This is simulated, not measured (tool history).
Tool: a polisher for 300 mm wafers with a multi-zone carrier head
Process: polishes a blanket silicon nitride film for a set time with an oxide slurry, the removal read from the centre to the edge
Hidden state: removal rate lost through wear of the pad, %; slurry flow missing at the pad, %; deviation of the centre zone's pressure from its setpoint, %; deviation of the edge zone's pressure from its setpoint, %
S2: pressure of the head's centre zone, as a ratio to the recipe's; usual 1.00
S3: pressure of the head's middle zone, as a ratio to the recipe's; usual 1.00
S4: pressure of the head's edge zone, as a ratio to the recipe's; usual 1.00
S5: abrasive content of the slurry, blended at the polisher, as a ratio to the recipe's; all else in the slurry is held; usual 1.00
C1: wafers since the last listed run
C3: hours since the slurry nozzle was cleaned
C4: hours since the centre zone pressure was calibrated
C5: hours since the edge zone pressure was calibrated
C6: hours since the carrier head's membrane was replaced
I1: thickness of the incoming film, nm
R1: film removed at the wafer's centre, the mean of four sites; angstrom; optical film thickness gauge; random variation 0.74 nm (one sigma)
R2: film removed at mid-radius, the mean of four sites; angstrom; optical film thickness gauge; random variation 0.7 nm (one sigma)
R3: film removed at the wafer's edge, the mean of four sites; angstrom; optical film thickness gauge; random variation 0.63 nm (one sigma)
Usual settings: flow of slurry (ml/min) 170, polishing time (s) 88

{"run": 1, "hour": 0.0, "flow of slurry (ml/min)": 170, "S2": 1.0, "S3": 1.0, "S4": 1.0, "S5": 1.0, "polishing time (s)": 88, "C1": 0, "wafers polished on this pad": 2678, "C3": 219.1, "C4": 373.7, "C5": 313.1, "C6": 88.7, "I1": 403.4, "R1": 598, "R2": 582, "R3": 583}
{"hour": 237.2, "done": "slurry nozzle cleaned"}
{"hour": 257.0, "done": "edge zone pressure recalibrated"}
{"run": 2, "hour": 284.4, "flow of slurry (ml/min)": 170, "S2": 1.0, "S3": 1.0, "S4": 1.0, "S5": 1.0, "polishing time (s)": 88, "C1": 3110, "wafers polished on this pad": 5789, "C3": 47.2, "C4": 658.1, "C5": 27.4, "C6": 373.1, "I1": 399.7, "R1": 529, "R2": 518, "R3": 530}
{"hour": 313.3, "done": "worn pad replaced by a new one"}
{"run": 3, "hour": 359.1, "flow of slurry (ml/min)": 170, "S2": 1.0, "S3": 1.0, "S4": 1.0, "S5": 1.0, "polishing time (s)": 88, "C1": 781, "wafers polished on this pad": 506, "C3": 121.9, "C4": 732.8, "C5": 102.1, "C6": 447.8, "I1": 399.0, "R1": 611, "R2": 577, "R3": 592}
{"run": 4, "hour": 396.5, "flow of slurry (ml/min)": 170, "S2": 0.93, "S3": 1.0, "S4": 1.0, "S5": 1.0, "polishing time (s)": 88, "C1": 413, "wafers polished on this pad": 919, "C3": 159.3, "C4": 770.2, "C5": 139.5, "C6": 485.2, "I1": 401.4, "R1": 577, "R2": 574, "R3": 587}
{"hour": 477.3, "done": "carrier head's membrane replaced by a new one"}
{"run": 5, "hour": 496.7, "flow of slurry (ml/min)": 170, "S2": 1.0, "S3": 1.0, "S4": 1.0, "S5": 1.0, "polishing time (s)": 88, "C1": 1052, "wafers polished on this pad": 1972, "C3": 259.5, "C4": 870.4, "C5": 239.7, "C6": 19.4, "I1": 395.1, "R1": 612, "R2": 560, "R3": 591}
{"run": 6, "hour": 553.0, "flow of slurry (ml/min)": 120, "S2": 1.05, "S3": 0.97, "S4": 1.0, "S5": 1.0, "polishing time (s)": 62, "C1": 622, "wafers polished on this pad": 2594, "C3": 315.8, "C4": 926.7, "C5": 296.0, "C6": 75.7, "I1": 393.6, "R1": 416, "R2": 362, "R3": 393}
{"run": 7, "hour": 650.5, "flow of slurry (ml/min)": 170, "S2": 1.09, "S3": 1.04, "S4": 1.0, "S5": 1.0, "polishing time (s)": 88, "C1": 1077, "wafers polished on this pad": 3672, "C3": 413.3, "C4": 1024.2, "C5": 393.5, "C6": 173.2, "I1": 401.2, "R1": 635, "R2": 570, "R3": 558}
{"run": 8, "hour": 695.3, "flow of slurry (ml/min)": 225, "S2": 1.0, "S3": 0.97, "S4": 1.0, "S5": 1.25, "polishing time (s)": 117, "C1": 495, "wafers polished on this pad": 4167, "C3": 458.1, "C4": 1069.0, "C5": 438.3, "C6": 218.0, "I1": 406.2, "R1": 935, "R2": 829, "R3": 867}
{"hour": 714.6, "done": "slurry nozzle cleaned"}
{"run": 9, "hour": 766.9, "flow of slurry (ml/min)": 170, "S2": 1.0, "S3": 1.03, "S4": 1.0, "S5": 1.0, "polishing time (s)": 88, "C1": 780, "wafers polished on this pad": 4947, "C3": 52.3, "C4": 1140.6, "C5": 509.9, "C6": 289.6, "I1": 395.9, "R1": 582, "R2": 535, "R3": 547}
{"hour": 773.7, "done": "edge zone pressure recalibrated"}
{"hour": 784.9, "done": "worn pad replaced by a new one"}
{"run": 10, "hour": 870.1, "flow of slurry (ml/min)": 170, "S2": 1.11, "S3": 0.93, "S4": 1.0, "S5": 1.0, "polishing time (s)": 88, "C1": 1074, "wafers polished on this pad": 941, "C3": 155.5, "C4": 1243.8, "C5": 96.4, "C6": 392.8, "I1": 398.5, "R1": 727, "R2": 548, "R3": 598}
{"run": 11, "hour": 946.2, "flow of slurry (ml/min)": 170, "S2": 1.0, "S3": 1.0, "S4": 1.0, "S5": 1.0, "polishing time (s)": 88, "C1": 841, "wafers polished on this pad": 1782, "C3": 231.6, "C4": 1319.9, "C5": 172.5, "C6": 468.9, "I1": 400.9, "R1": 641, "R2": 573, "R3": 583}
{"run": 12, "hour": 1053.0, "flow of slurry (ml/min)": 115, "S2": 1.0, "S3": 1.0, "S4": 1.0, "S5": 1.0, "polishing time (s)": 88, "C1": 1180, "wafers polished on this pad": 2963, "C3": 338.4, "C4": 1426.7, "C5": 279.3, "C6": 575.7, "I1": 400.6, "R1": 579, "R2": 521, "R3": 549}
{"hour": 1086.4, "done": "carrier head's membrane replaced by a new one"}
{"run": 13, "hour": 1096.3, "flow of slurry (ml/min)": 170, "S2": 1.0, "S3": 1.0, "S4": 1.0, "S5": 1.0, "polishing time (s)": 88, "C1": 423, "wafers polished on this pad": 3386, "C3": 381.7, "C4": 1470.0, "C5": 322.6, "C6": 9.9, "I1": 393.6, "R1": 623, "R2": 551, "R3": 575}
{"hour": 1153.0, "done": "centre zone pressure recalibrated"}
{"run": 14, "hour": 1173.7, "flow of slurry (ml/min)": 170, "S2": 1.0, "S3": 0.94, "S4": 1.0, "S5": 1.1, "polishing time (s)": 88, "C1": 833, "wafers polished on this pad": 4219, "C3": 459.1, "C4": 20.7, "C5": 400.0, "C6": 87.3, "I1": 405.3, "R1": 578, "R2": 532, "R3": 598}
{"hour": 1245.0, "done": "worn pad replaced by a new one"}
{"run": 15, "hour": 1245.8, "flow of slurry (ml/min)": 170, "S2": 0.89, "S3": 1.0, "S4": 1.0, "S5": 1.0, "polishing time (s)": 71, "C1": 752, "wafers polished on this pad": 9, "C3": 531.2, "C4": 92.8, "C5": 472.1, "C6": 159.4, "I1": 399.1, "R1": 429, "R2": 477, "R3": 484}
{"hour": 1260.8, "done": "slurry nozzle cleaned"}
{"hour": 1270.0, "done": "edge zone pressure recalibrated"}
{"run": 16, "hour": 1324.0, "flow of slurry (ml/min)": 125, "S2": 1.1, "S3": 0.95, "S4": 1.0, "S5": 1.0, "polishing time (s)": 99, "C1": 831, "wafers polished on this pad": 840, "C3": 63.2, "C4": 171.0, "C5": 54.0, "C6": 237.6, "I1": 404.3, "R1": 711, "R2": 595, "R3": 655}
{"run": 17, "hour": 1373.0, "flow of slurry (ml/min)": 170, "S2": 1.0, "S3": 1.0, "S4": 1.0, "S5": 0.75, "polishing time (s)": 88, "C1": 541, "wafers polished on this pad": 1382, "C3": 112.2, "C4": 220.0, "C5": 103.0, "C6": 286.6, "I1": 407.8, "R1": 479, "R2": 452, "R3": 478}
{"run": 18, "hour": 1638.5, "flow of slurry (ml/min)": 170, "S2": 1.12, "S3": 1.11, "S4": 0.94, "S5": 0.7, "polishing time (s)": 88, "C1": 2934, "wafers polished on this pad": 4316, "C3": 377.7, "C4": 485.5, "C5": 368.5, "C6": 552.1, "I1": 396.8, "R1": 473, "R2": 444, "R3": 404}
{"hour": 1704.5, "done": "worn pad replaced by a new one"}
{"hour": 1709.3, "done": "carrier head's membrane replaced by a new one"}
{"run": 19, "hour": 1732.8, "flow of slurry (ml/min)": 170, "S2": 1.05, "S3": 1.0, "S4": 1.0, "S5": 1.0, "polishing time (s)": 88, "C1": 944, "wafers polished on this pad": 259, "C3": 472.0, "C4": 579.8, "C5": 462.8, "C6": 23.5, "I1": 404.8, "R1": 656, "R2": 577, "R3": 609}
{"hour": 1740.4, "done": "edge zone pressure recalibrated"}
{"hour": 1752.9, "done": "slurry nozzle cleaned"}
{"run": 20, "hour": 1804.2, "flow of slurry (ml/min)": 130, "S2": 1.05, "S3": 1.0, "S4": 1.0, "S5": 1.0, "polishing time (s)": 88, "C1": 756, "wafers polished on this pad": 1015, "C3": 51.3, "C4": 651.2, "C5": 63.8, "C6": 94.9, "I1": 401.2, "R1": 619, "R2": 555, "R3": 575}
{"run": 21, "hour": 1866.3, "flow of slurry (ml/min)": 170, "S2": 1.0, "S3": 1.0, "S4": 1.0, "S5": 1.0, "polishing time (s)": 88, "C1": 686, "wafers polished on this pad": 1702, "C3": 113.4, "C4": 713.3, "C5": 125.9, "C6": 157.0, "I1": 408.5, "R1": 635, "R2": 585, "R3": 592}

Hidden state or all else? Some run-to-run changes of R1, split into what the settings, what came in and random variation would give without the hidden state, and what is left for the hidden state (with any gauge scatter that isn't in both results):
Run 2 -> 3: worn pad replaced by a new one. R1 +82 angstrom: hidden state +73, all else +9.
Run 7 -> 8: flow of slurry (ml/min) 170 -> 225, S2 1.09 -> 1.00, S3 1.04 -> 0.97, S5 1.00 -> 1.25, polishing time (s) 88 -> 117. R1 +300 angstrom: hidden state -13, all else +313.
Run 8 -> 9: flow of slurry (ml/min) 225 -> 170, S3 0.97 -> 1.03, S5 1.25 -> 1.00, polishing time (s) 117 -> 88, slurry nozzle cleaned. R1 -353 angstrom: hidden state -9, all else -344.
Run 13 -> 14: S3 1.00 -> 0.94, S5 1.00 -> 1.10, centre zone pressure recalibrated. R1 -45 angstrom: hidden state -82, all else +37.

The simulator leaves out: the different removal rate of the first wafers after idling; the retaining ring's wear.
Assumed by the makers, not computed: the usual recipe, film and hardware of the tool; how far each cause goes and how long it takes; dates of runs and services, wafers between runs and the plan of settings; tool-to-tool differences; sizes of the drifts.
